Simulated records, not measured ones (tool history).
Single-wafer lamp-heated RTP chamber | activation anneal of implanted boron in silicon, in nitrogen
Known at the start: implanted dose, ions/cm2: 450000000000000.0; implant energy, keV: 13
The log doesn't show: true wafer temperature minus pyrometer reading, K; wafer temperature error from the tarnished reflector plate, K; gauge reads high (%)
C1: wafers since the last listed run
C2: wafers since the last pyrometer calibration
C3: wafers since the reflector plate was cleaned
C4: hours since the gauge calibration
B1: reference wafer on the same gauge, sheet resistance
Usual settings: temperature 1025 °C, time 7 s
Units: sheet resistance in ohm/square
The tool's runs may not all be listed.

{"run": 1, "hour": 0.0, "temperature": 1025, "time": 6, "C1": 0, "C2": 3195, "C3": 5696, "C4": 0.9, "B1": 256.91, "sheet resistance": 258.58}
{"run": 2, "hour": 39.6, "temperature": 1025, "time": 6, "C1": 636, "C2": 3832, "C3": 6332, "C4": 40.5, "B1": 256.99, "sheet resistance": 259.41}
{"run": 3, "hour": 69.4, "temperature": 1025, "time": 6, "C1": 479, "C2": 4311, "C3": 6811, "C4": 70.3, "B1": 256.83, "sheet resistance": 259.91}
{"run": 4, "hour": 105.7, "temperature": 1025, "time": 5, "C1": 583, "C2": 4894, "C3": 7395, "C4": 106.6, "B1": 257.02, "sheet resistance": 259.77}
{"hour": 180.1, "done": "pyrometer window cleaned and pyrometer calibrated"}
{"run": 5, "hour": 201.9, "temperature": 1025, "time": 5, "C1": 1417, "C2": 350, "C3": 8813, "C4": 202.8, "B1": 256.95, "sheet resistance": 259.5}
{"run": 6, "hour": 229.0, "temperature": 1025, "time": 7, "C1": 435, "C2": 785, "C3": 9248, "C4": 229.9, "B1": 257.17, "sheet resistance": 259.54}
{"run": 7, "hour": 298.6, "temperature": 1025, "time": 7, "C1": 1118, "C2": 1904, "C3": 10367, "C4": 299.5, "B1": 256.96, "sheet resistance": 259.73}
{"run": 8, "hour": 370.3, "temperature": 1025, "time": 7, "C1": 1152, "C2": 3057, "C3": 11520, "C4": 371.2, "B1": 256.88, "sheet resistance": 260.25}
{"run": 9, "hour": 417.3, "temperature": 1025, "time": 7, "C1": 755, "C2": 3812, "C3": 12275, "C4": 418.2, "B1": 257, "sheet resistance": 259.09}
{"hour": 434.8, "done": "reflector plate cleaned"}
{"run": 10, "hour": 470.1, "temperature": 1025, "time": 7, "C1": 720, "C2": 4533, "C3": 566, "C4": 471, "B1": 256.94, "sheet resistance": 259.34}
{"run": 11, "hour": 539.0, "temperature": 1025, "time": 7, "C1": 1107, "C2": 5640, "C3": 1674, "C4": 539.9, "B1": 257.18, "sheet resistance": 259.03}
{"run": 12, "hour": 565.8, "temperature": 1025, "time": 7, "C1": 430, "C2": 6071, "C3": 2105, "C4": 566.7, "B1": 256.92, "sheet resistance": 259.31}
{"run": 13, "hour": 599.6, "temperature": 1025, "time": 7, "C1": 543, "C2": 6614, "C3": 2648, "C4": 600.5, "B1": 256.82, "sheet resistance": 259.88}
{"hour": 637.8, "done": "pyrometer window cleaned and pyrometer calibrated"}
{"run": 14, "hour": 670.9, "temperature": 1025, "time": 7, "C1": 1017, "C2": 532, "C3": 3666, "C4": 671.8, "B1": 257.18, "sheet resistance": 258.96}
{"run": 15, "hour": 729.2, "temperature": 1025, "time": 7, "C1": 937, "C2": 1469, "C3": 4603, "C4": 730.1, "B1": 256.91, "sheet resistance": 259.69}
{"run": 16, "hour": 759.4, "temperature": 1018, "time": 7, "C1": 485, "C2": 1955, "C3": 5088, "C4": 760.3, "B1": 256.84, "sheet resistance": 259.63}
{"run": 17, "hour": 816.4, "temperature": 1018, "time": 7, "C1": 916, "C2": 2871, "C3": 6005, "C4": 817.3, "B1": 256.99, "sheet resistance": 260.12}
{"run": 18, "hour": 865.4, "temperature": 1036, "time": 7, "C1": 787, "C2": 3659, "C3": 6792, "C4": 866.3, "B1": 257.09, "sheet resistance": 259.06}
{"run": 19, "hour": 923.6, "temperature": 1051, "time": 7, "C1": 935, "C2": 4594, "C3": 7728, "C4": 924.5, "B1": 257.14, "sheet resistance": 258.2}
{"run": 20, "hour": 995.1, "temperature": 1005, "time": 4, "C1": 1149, "C2": 5744, "C3": 8877, "C4": 996, "B1": 257.16, "sheet resistance": 263.34}
{"hour": 1018.7, "done": "pyrometer window cleaned and pyrometer calibrated"}
{"run": 21, "hour": 1056.2, "temperature": 1036, "time": 10, "C1": 853, "C2": 603, "C3": 9731, "C4": 1057.1, "B1": 256.89, "sheet resistance": 257.82}
{"run": 22, "hour": 1113.8, "temperature": 997, "time": 4, "C1": 925, "C2": 1529, "C3": 10657, "C4": 1114.7, "B1": 257.11, "sheet resistance": 266.12}
{"hour": 1166.5, "done": "gauge calibrated"}
{"run": 23, "hour": 1169.7, "temperature": 1045, "time": 9, "C1": 898, "C2": 2427, "C3": 11555, "C4": 3.2, "B1": 257, "sheet resistance": 257.51}
{"hour": 1197.1, "done": "reflector plate cleaned"}
{"run": 24, "hour": 1227.2, "temperature": 1025, "time": 7, "C1": 795, "C2": 3223, "C3": 483, "C4": 60.7, "B1": 257.08, "sheet resistance": 259.11}
{"run": 25, "hour": 1342.7, "temperature": 1054, "time": 3, "C1": 1856, "C2": 5080, "C3": 2340, "C4": 176.2, "B1": 257.08, "sheet resistance": 259.46}
{"run": 26, "hour": 1370.9, "temperature": 1054, "time": 5, "C1": 453, "C2": 5533, "C3": 2793, "C4": 204.4, "B1": 257.03, "sheet resistance": 258.05}
{"run": 27, "hour": 1414.8, "temperature": 1025, "time": 7, "C1": 705, "C2": 6239, "C3": 3499, "C4": 248.3, "B1": 257.15, "sheet resistance": 259.51}
{"run": 28, "hour": 1485.6, "temperature": 995, "time": 9, "C1": 1138, "C2": 7377, "C3": 4637, "C4": 319.1, "B1": 257.14, "sheet resistance": 264.72}
{"run": 29, "hour": 1511.9, "temperature": 1025, "time": 7, "C1": 422, "C2": 7800, "C3": 5060, "C4": 345.4, "B1": 256.96, "sheet resistance": 259.07}

Run 30 comes next. What will it give?
{"hour": 1521.3, "done": "pyrometer window cleaned and pyrometer calibrated"}
{"run": 30, "hour": 1547.1, "temperature": 1025, "time": 4, "C1": 437, "C2": 414, "C3": 5497, "C4": 380.6, "B1": "?", "sheet resistance": "?"}

Run 30 gave B1 257.03, sheet resistance 260.67 ohm/square.
Without the tool's hidden state the same run would have given sheet resistance 260.67 ohm/square.

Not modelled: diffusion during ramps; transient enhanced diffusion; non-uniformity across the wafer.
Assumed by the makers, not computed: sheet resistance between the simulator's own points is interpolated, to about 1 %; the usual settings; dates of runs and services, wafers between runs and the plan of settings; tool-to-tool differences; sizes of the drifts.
